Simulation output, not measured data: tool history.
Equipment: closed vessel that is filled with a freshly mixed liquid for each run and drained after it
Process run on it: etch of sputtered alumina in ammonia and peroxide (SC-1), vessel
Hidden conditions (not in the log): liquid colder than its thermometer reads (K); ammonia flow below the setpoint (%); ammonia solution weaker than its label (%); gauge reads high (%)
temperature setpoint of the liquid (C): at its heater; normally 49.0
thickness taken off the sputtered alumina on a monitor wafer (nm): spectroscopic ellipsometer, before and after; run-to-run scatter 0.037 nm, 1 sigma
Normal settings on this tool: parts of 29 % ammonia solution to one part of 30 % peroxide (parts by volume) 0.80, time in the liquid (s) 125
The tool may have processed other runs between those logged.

run	day	temperature setpoint of the liquid (C)	parts of 29 % ammonia solution to one part of 30 % peroxide (parts by volume)	time in the liquid (s)	wafers since the last listed run	hours since the thermometer was replaced	hours since the ammonia flow meter was replaced	hours since the drum of ammonia solution was connected	hours since the gauge calibration	read-back film thickness of the sputtered alumina reference wafer, read on the same gauge (nm)	thickness taken off the sputtered alumina on a monitor wafer (nm)
1	0.000	49.0	0.90	125	0	1500.0	1859.4	469.8	230.8	69.99	5.67
2	1.046	49.0	0.90	125	2664	1525.1	1884.5	494.9	255.9	69.99	5.72
3	2.446	49.0	0.80	125	3566	1558.7	1918.1	528.5	289.5	70.01	5.58
4	3.638	49.0	0.80	125	3035	1587.3	1946.7	557.1	318.1	69.98	5.63
5	4.312	49.0	0.80	125	1719	1603.5	1962.9	573.3	334.3	69.99	5.60
6	5.171	49.0	0.80	125	2186	1624.1	1983.5	593.9	354.9	69.99	5.60
# day 5.512: new drum of ammonia solution connected
# day 5.538: thermometer replaced
# day 5.567: ammonia flow meter replaced
# day 5.704: gauge calibrated
7	5.775	49.0	0.80	125	1293	5.7	5.0	6.3	1.7	70.01	5.27
8	6.867	40.5	0.65	170	2780	31.9	31.2	32.5	27.9	69.99	4.24
# day 7.683: thermometer replaced, repeated, since the last time left the tool worse
9	8.329	49.0	0.80	170	3619	15.5	66.3	67.6	63.0	70.02	8.41
10	8.938	57.5	1.15	60	1549	30.1	80.9	82.2	77.6	70.01	4.83
11	9.717	53.0	0.80	125	1984	48.8	99.6	100.9	96.3	69.98	7.69
12	10.292	44.0	0.80	160	1464	62.6	113.4	114.7	110.1	69.99	5.94
13	13.767	40.5	0.65	170	8851	146.0	196.8	198.1	193.5	70.01	5.08
14	14.971	51.5	0.40	75	3067	174.9	225.7	227.0	222.4	70.01	3.97
15	15.700	40.5	0.90	150	1857	192.4	243.2	244.5	239.9	70.00	4.61

Predict each of these 3 candidate next runs independently; none follows another, all start after run 15:
A	15.729	56.5	0.80	125	74	193.1	243.9	245.2	240.6	?	?
B	15.729	59.0	0.80	125	74	193.1	243.9	245.2	240.6	?	?
C	15.729	43.5	0.70	170	74	193.1	243.9	245.2	240.6	?	?

run	read-back film thickness of the sputtered alumina reference wafer, read on the same gauge (nm)	thickness taken off the sputtered alumina on a monitor wafer (nm)
A	70.01	9.24
B	70.01	10.53
C	70.01	6.06
With the hidden condition removed and each run's random variation left untouched, the same runs would have given:
run	thickness taken off the sputtered alumina on a monitor wafer (nm)
A	9.44
B	10.75
C	6.20
